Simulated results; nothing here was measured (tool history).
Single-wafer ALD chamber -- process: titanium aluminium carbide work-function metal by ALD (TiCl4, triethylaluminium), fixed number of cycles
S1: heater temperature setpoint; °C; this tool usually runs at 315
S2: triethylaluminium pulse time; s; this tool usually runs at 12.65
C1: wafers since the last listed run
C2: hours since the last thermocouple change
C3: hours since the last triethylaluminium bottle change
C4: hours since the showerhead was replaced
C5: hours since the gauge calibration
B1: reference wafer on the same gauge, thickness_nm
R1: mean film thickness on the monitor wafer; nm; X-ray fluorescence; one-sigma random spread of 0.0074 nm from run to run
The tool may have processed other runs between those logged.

run    hour   S1     S2    C1     C2      C3      C4      C5     B1     R1
  1     0.0  323  10.32     0  893.2   303.7  4941.4  1039.9  1.948  2.284
       18.9  -- thermocouple changed; heater temperature recalibrated
  2    38.2  311  15.70   414   19.3   341.9  4979.6  1078.1  1.949  2.174
  3    70.8  315  12.65   446   51.9   374.5  5012.2  1110.7  1.951  2.206
  4   116.9  315  12.65   632   98.0   420.6  5058.3  1156.8  1.951  2.205
      121.4  -- gauge calibrated
  5   179.0  323  12.65   851  160.1   482.7  5120.4    57.6  1.948  2.280
  6   232.5  323  12.65   733  213.6   536.2  5173.9   111.1  1.948  2.277
  7   295.4  315  12.65   862  276.5   599.1  5236.8   174.0  1.947  2.211
  8   343.6  315  12.65   660  324.7   647.3  5285.0   222.2  1.951  2.216
  9   388.3  315  12.65   612  369.4   692.0  5329.7   266.9  1.949  2.221
 10   426.5  315  10.32   523  407.6   730.2  5367.9   305.1  1.951  2.180
      434.9  -- showerhead replaced, of another model than before
 11   492.9  308  13.97   800  474.0   796.6    58.0   371.5  1.948  2.172
 12   649.7  308  13.97  2149  630.8   953.4   214.8   528.3  1.949  2.185
 13   688.6  315  12.65   533  669.7   992.3   253.7   567.2  1.949  2.232
 14   742.3  322   8.28   736  723.4  1046.0   307.4   620.9  1.948  1.609
 15   809.6  307  15.84   922  790.7  1113.3   374.7   688.2  1.950  2.182
 16   865.6  315  12.65   767  846.7  1169.3   430.7   744.2  1.952  2.248
 17   895.1  315  16.55   404  876.2  1198.8   460.2   773.7  1.947  2.282
 18   922.9  315  12.65   381  904.0  1226.6   488.0   801.5  1.952  2.259
 19   981.9  323  12.65   808  963.0  1285.6   547.0   860.5  1.950  2.344
      999.9  -- triethylaluminium bottle replaced
     1026.7  -- gauge calibrated
     1031.3  -- thermocouple changed; heater temperature recalibrated
 20  1091.0  300  14.98  1276   59.7    91.1   656.1    64.3  1.951  2.063
 21  1159.3  327  10.39   936  128.0   159.4   724.4   132.6  1.950  2.206
 22  1221.0  315   9.69   845  189.7   221.1   786.1   194.3  1.951  1.989
 23  1289.2  328  12.65   935  257.9   289.3   854.3   262.5  1.951  2.340
 24  1336.1  322  12.65   643  304.8   336.2   901.2   309.4  1.947  2.277

The tool's hidden state at each run:
triethylaluminium dose above that of a fresh bottle (%): 0, the same for each run
gauge reads high (%): 0, the same for each run
H1: wafer temperature above the value expected at the setpoint (K)
run      H1
  1    5.89
  2   0.154
  3   0.357
  4   0.645
  5    1.03
  6    1.37
  7    1.76
  8    2.06
  9    2.34
 10    2.57
 11    2.99
 12    3.96
 13    4.21
 14    4.54
 15    4.96
 16    5.31
 17    5.49
 18    5.67
 19    6.04
 20  0.0788
 21   0.504
 22   0.889
 23    1.31
 24    1.61

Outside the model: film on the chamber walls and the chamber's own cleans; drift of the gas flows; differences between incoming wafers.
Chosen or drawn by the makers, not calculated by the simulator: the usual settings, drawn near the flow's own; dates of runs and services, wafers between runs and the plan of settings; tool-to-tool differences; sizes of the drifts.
